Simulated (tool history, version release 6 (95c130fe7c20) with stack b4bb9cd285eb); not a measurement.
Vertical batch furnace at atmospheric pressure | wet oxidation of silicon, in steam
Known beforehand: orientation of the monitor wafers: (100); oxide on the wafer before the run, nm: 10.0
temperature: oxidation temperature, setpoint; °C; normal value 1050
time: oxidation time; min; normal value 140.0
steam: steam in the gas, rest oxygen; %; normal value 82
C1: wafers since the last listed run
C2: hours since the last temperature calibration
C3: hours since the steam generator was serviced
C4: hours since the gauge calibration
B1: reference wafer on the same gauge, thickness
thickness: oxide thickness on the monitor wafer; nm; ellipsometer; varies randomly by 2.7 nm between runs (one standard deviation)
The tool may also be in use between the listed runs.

Run 1, hour 0.0: usual settings; C1 0; C2 2695.2; C3 2282.9; C4 260.7; B1 953.10. Result: thickness 848.43 nm.
Run 2, hour 49.5: usual settings; C1 580; C2 2744.7; C3 2332.4; C4 310.2; B1 953.36. Result: thickness 841.04 nm.
Run 3, hour 88.8: usual settings; C1 460; C2 2784.0; C3 2371.7; C4 349.5; B1 952.92. Result: thickness 844.11 nm.
Run 4, hour 132.1: usual settings; C1 507; C2 2827.3; C3 2415.0; C4 392.8; B1 952.93. Result: thickness 845.23 nm.
Run 5, hour 157.7: usual settings but temperature 1069 °C; C1 300; C2 2852.9; C3 2440.6; C4 418.4; B1 952.91. Result: thickness 910.43 nm.
Run 6, hour 202.6: usual settings but temperature 1069 °C; C1 526; C2 2897.8; C3 2485.5; C4 463.3; B1 953.61. Result: thickness 912.57 nm.
Run 7, hour 246.5: usual settings but temperature 1033 °C; C1 514; C2 2941.7; C3 2529.4; C4 507.2; B1 953.37. Result: thickness 776.19 nm.
Run 8, hour 307.5: usual settings but temperature 1033 °C; C1 715; C2 3002.7; C3 2590.4; C4 568.2; B1 952.24. Result: thickness 774.81 nm.
At hour 380.2: gauge calibrated.
At hour 381.7: thermocouples replaced and temperature profile calibrated.
Run 9, hour 382.2: usual settings but steam 76 %; C1 594; C2 0.5; C3 2665.1; C4 2.0; B1 953.20. Result: thickness 797.12 nm.
Run 10, hour 408.1: usual settings but steam 76 %; C1 303; C2 26.4; C3 2691.0; C4 27.9; B1 953.35. Result: thickness 802.42 nm.
Run 11, hour 439.9: usual settings but steam 89 %; C1 372; C2 58.2; C3 2722.8; C4 59.7; B1 952.57. Result: thickness 876.40 nm.
Run 12, hour 497.0: usual settings but steam 89 %; C1 669; C2 115.3; C3 2779.9; C4 116.8; B1 952.86. Result: thickness 872.59 nm.
Run 13, hour 523.5: usual settings but time 84.5 min; C1 310; C2 141.8; C3 2806.4; C4 143.3; B1 953.02. Result: thickness 615.84 nm.
Run 14, hour 554.5: usual settings but time 84.5 min; C1 363; C2 172.8; C3 2837.4; C4 174.3; B1 953.57. Result: thickness 617.55 nm.
Run 15, hour 622.7: usual settings but temperature 1038 °C; C1 799; C2 241.0; C3 2905.6; C4 242.5; B1 952.70. Result: thickness 785.24 nm.
Run 16, hour 657.3: usual settings but steam 73 %; C1 405; C2 275.6; C3 2940.2; C4 277.1; B1 953.18. Result: thickness 778.41 nm.
At hour 705.1: steam generator serviced.
Run 17, hour 717.3: usual settings but temperature 1028 °C; C1 422; C2 335.6; C3 12.2; C4 337.1; B1 952.60. Result: thickness 781.15 nm.
Run 18, hour 746.7: usual settings but temperature 1057 °C, time 203.5 min, steam 90 %; C1 344; C2 365.0; C3 41.6; C4 366.5; B1 952.59. Result: thickness 1163.90 nm.
Run 19, hour 800.1: usual settings but temperature 1056 °C, steam 91 %; C1 626; C2 418.4; C3 95.0; C4 419.9; B1 953.81. Result: thickness 948.76 nm.
Run 20, hour 848.6: usual settings but steam 88 %; C1 568; C2 466.9; C3 143.5; C4 468.4; B1 953.48. Result: thickness 904.48 nm.
Run 21, hour 903.1: usual settings but temperature 1031 °C, time 169.0 min, steam 85 %; C1 639; C2 521.4; C3 198.0; C4 522.9; B1 952.88. Result: thickness 906.00 nm.
Run 22, hour 957.1: usual settings; C1 633; C2 575.4; C3 252.0; C4 576.9; B1 952.59. Result: thickness 871.29 nm.
Run 23, hour 988.8: usual settings; C1 371; C2 607.1; C3 283.7; C4 608.6; B1 952.27. Result: thickness 872.65 nm.

Expected results for the next run?
Run 24, hour 1029.2: usual settings but temperature 1067 °C, time 71.0 min, steam 91 %; C1 473; C2 647.5; C3 324.1; C4 649.0; B1 ?. Result: thickness ?.

B1: 953.70
thickness: 670.54 nm
With no hidden state in the tool, this same run would have given thickness 672.85 nm.
